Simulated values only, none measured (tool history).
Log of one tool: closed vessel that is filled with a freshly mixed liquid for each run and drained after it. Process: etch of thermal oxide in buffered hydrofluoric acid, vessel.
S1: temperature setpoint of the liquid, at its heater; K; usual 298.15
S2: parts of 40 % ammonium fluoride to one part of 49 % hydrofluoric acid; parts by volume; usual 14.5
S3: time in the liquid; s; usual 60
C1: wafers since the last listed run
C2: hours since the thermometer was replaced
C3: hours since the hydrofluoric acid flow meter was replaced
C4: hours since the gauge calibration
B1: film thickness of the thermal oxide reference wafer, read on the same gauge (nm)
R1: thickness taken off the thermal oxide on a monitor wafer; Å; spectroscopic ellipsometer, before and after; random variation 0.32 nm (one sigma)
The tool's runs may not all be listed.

run     day      S1    S2  S3    C1     C2      C3     C4      B1     R1
  1       0  298.15  14.5  60     0  384.6   795.9   80.7  100.01  481.1
  2   3.425  298.15  14.5  60  8481  466.8   878.1  162.9   99.99  476.7
  3   4.917  298.15  14.5  60  3693  502.6   913.9  198.7   99.99  474.6
  4   6.592  298.15  14.5  60  4147  542.8   954.1  238.9   99.94  471.2
  5   8.492  298.15  14.5  60  4704  588.4   999.7  284.5  100.03  471.6
  6   9.542  298.15  14.5  60  2600  613.6  1024.9  309.7  100.01  471.9
  7  11.392  298.15  14.5  60  4581    658  1069.3  354.1   99.95  468.5
     11.742  -- gauge calibrated
  8  13.754  298.15  14.5  60  5850  714.7    1126   48.3   99.98  462.7
     14.954  -- hydrofluoric acid flow meter replaced
  9  16.667  298.15  14.5  60  7108  784.6    41.1  118.2   99.97  460.6
 10  18.692  298.15  14.5  60  5014  833.2    89.7  166.8     100  459.6
 11  20.467  293.65  14.5  40  4395  875.8   132.3  209.4   99.97  235.9
 12  23.058  298.15    11  60  6417    938   194.5  271.6   99.94  592.9
     23.888  -- thermometer replaced
 13  25.125  298.15  11.5  40  5014   29.7   244.1  321.2     100  427.5
 14   26.85  300.65    20  60  4271   71.1   285.5  362.6   99.98  422.4
      27.15  -- gauge calibrated
 15  29.304  298.15    19  60  6077    130   344.4   51.7  100.05  385.2
 16  30.933  298.15  14.5  60  4034  169.1   383.5   90.8   99.95  501.7

4 ways to go on from here, each from the tool as it stands after run 16. What would each give?
  A  30.962  294.65  14.5  60  72  169.8  384.2  91.5   ?   ?
  B  30.962  296.65  19.5  30  72  169.8  384.2  91.5   ?   ?
  C  30.962  295.15  11.5  70  72  169.8  384.2  91.5   ?   ?
  D  30.962  298.15    12  85  72  169.8  384.2  91.5   ?   ?

run     B1     R1
  A  99.99  408.1
  B  99.99  170.2
  C  99.99  614.4
  D  99.99  843.8
Without the tool's hidden state the same runs would have given:
run     R1
  A  420.3
  B  175.3
  C  632.7
  D  868.5
